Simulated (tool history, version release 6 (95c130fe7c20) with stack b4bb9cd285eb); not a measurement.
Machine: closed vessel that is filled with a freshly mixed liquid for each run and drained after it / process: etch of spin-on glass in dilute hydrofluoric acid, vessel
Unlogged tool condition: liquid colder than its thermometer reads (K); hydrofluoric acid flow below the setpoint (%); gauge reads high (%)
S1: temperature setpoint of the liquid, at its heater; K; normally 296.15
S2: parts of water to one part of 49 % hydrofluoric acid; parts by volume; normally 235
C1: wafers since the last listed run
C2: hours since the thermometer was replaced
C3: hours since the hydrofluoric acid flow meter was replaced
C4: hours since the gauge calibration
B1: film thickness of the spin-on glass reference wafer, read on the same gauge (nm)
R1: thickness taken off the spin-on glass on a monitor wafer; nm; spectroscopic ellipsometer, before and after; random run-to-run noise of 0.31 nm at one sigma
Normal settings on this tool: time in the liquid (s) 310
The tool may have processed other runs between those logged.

{"run": 1, "hour": 0.0, "S1": 292.65, "S2": 235, "time in the liquid (s)": 310, "C1": 0, "C2": 1817.1, "C3": 564.8, "C4": 414.1, "B1": 110.0, "R1": 27.56}
{"run": 2, "hour": 47.1, "S1": 296.15, "S2": 235, "time in the liquid (s)": 310, "C1": 4596, "C2": 1864.2, "C3": 611.9, "C4": 461.2, "B1": 109.98, "R1": 30.76}
{"run": 3, "hour": 111.3, "S1": 296.15, "S2": 235, "time in the liquid (s)": 310, "C1": 6265, "C2": 1928.4, "C3": 676.1, "C4": 525.4, "B1": 110.01, "R1": 30.77}
{"hour": 161.0, "done": "gauge calibrated"}
{"run": 4, "hour": 180.6, "S1": 296.15, "S2": 235, "time in the liquid (s)": 310, "C1": 6762, "C2": 1997.7, "C3": 745.4, "C4": 19.6, "B1": 110.0, "R1": 31.04}
{"run": 5, "hour": 207.2, "S1": 296.15, "S2": 235, "time in the liquid (s)": 310, "C1": 2595, "C2": 2024.3, "C3": 772.0, "C4": 46.2, "B1": 110.0, "R1": 31.33}
{"run": 6, "hour": 241.1, "S1": 296.15, "S2": 235, "time in the liquid (s)": 310, "C1": 3308, "C2": 2058.2, "C3": 805.9, "C4": 80.1, "B1": 110.0, "R1": 31.04}
{"run": 7, "hour": 298.7, "S1": 296.15, "S2": 235, "time in the liquid (s)": 310, "C1": 5621, "C2": 2115.8, "C3": 863.5, "C4": 137.7, "B1": 110.01, "R1": 31.48}
{"run": 8, "hour": 346.4, "S1": 296.15, "S2": 260, "time in the liquid (s)": 310, "C1": 4655, "C2": 2163.5, "C3": 911.2, "C4": 185.4, "B1": 109.99, "R1": 27.16}
{"run": 9, "hour": 383.7, "S1": 296.15, "S2": 260, "time in the liquid (s)": 310, "C1": 3640, "C2": 2200.8, "C3": 948.5, "C4": 222.7, "B1": 110.0, "R1": 27.07}
{"hour": 394.8, "done": "hydrofluoric acid flow meter replaced"}
{"run": 10, "hour": 410.4, "S1": 298.15, "S2": 235, "time in the liquid (s)": 310, "C1": 2508, "C2": 2227.5, "C3": 15.6, "C4": 249.4, "B1": 110.01, "R1": 33.5}
{"hour": 439.5, "done": "thermometer replaced"}
{"run": 11, "hour": 543.7, "S1": 298.15, "S2": 235, "time in the liquid (s)": 310, "C1": 12911, "C2": 104.2, "C3": 148.9, "C4": 382.7, "B1": 110.0, "R1": 33.4}
{"run": 12, "hour": 577.3, "S1": 296.15, "S2": 200, "time in the liquid (s)": 140, "C1": 3279, "C2": 137.8, "C3": 182.5, "C4": 416.3, "B1": 109.97, "R1": 17.13}
{"run": 13, "hour": 608.6, "S1": 300.15, "S2": 155, "time in the liquid (s)": 425, "C1": 3054, "C2": 169.1, "C3": 213.8, "C4": 447.6, "B1": 110.0, "R1": 82.79}
{"run": 14, "hour": 643.9, "S1": 296.15, "S2": 235, "time in the liquid (s)": 245, "C1": 3444, "C2": 204.4, "C3": 249.1, "C4": 482.9, "B1": 110.02, "R1": 24.46}
{"run": 15, "hour": 700.1, "S1": 296.15, "S2": 235, "time in the liquid (s)": 130, "C1": 5484, "C2": 260.6, "C3": 305.3, "C4": 539.1, "B1": 110.0, "R1": 13.03}
{"hour": 713.7, "done": "gauge calibrated"}
{"run": 16, "hour": 742.3, "S1": 292.65, "S2": 185, "time in the liquid (s)": 310, "C1": 4118, "C2": 302.8, "C3": 347.5, "C4": 28.6, "B1": 110.01, "R1": 36.44}
{"run": 17, "hour": 767.9, "S1": 296.15, "S2": 235, "time in the liquid (s)": 310, "C1": 2498, "C2": 328.4, "C3": 373.1, "C4": 54.2, "B1": 109.99, "R1": 30.92}
{"run": 18, "hour": 832.4, "S1": 297.65, "S2": 190, "time in the liquid (s)": 425, "C1": 6294, "C2": 392.9, "C3": 437.6, "C4": 118.7, "B1": 109.98, "R1": 58.2}
{"run": 19, "hour": 884.4, "S1": 292.15, "S2": 235, "time in the liquid (s)": 310, "C1": 5074, "C2": 444.9, "C3": 489.6, "C4": 170.7, "B1": 110.01, "R1": 26.71}
{"run": 20, "hour": 926.6, "S1": 297.65, "S2": 190, "time in the liquid (s)": 425, "C1": 4118, "C2": 487.1, "C3": 531.8, "C4": 212.9, "B1": 110.0, "R1": 58.43}
{"run": 21, "hour": 978.8, "S1": 300.65, "S2": 235, "time in the liquid (s)": 310, "C1": 5094, "C2": 539.3, "C3": 584.0, "C4": 265.1, "B1": 110.0, "R1": 36.09}
{"run": 22, "hour": 1139.3, "S1": 296.15, "S2": 235, "time in the liquid (s)": 310, "C1": 15663, "C2": 699.8, "C3": 744.5, "C4": 425.6, "B1": 110.03, "R1": 30.75}
{"run": 23, "hour": 1180.0, "S1": 296.15, "S2": 235, "time in the liquid (s)": 130, "C1": 3971, "C2": 740.5, "C3": 785.2, "C4": 466.3, "B1": 110.0, "R1": 13.21}

For each run, what was the tool's unlogged condition?
liquid colder than its thermometer reads (K): 0 in every run
hydrofluoric acid flow below the setpoint (%): 0 in every run
gauge reads high (%): 0 in every run
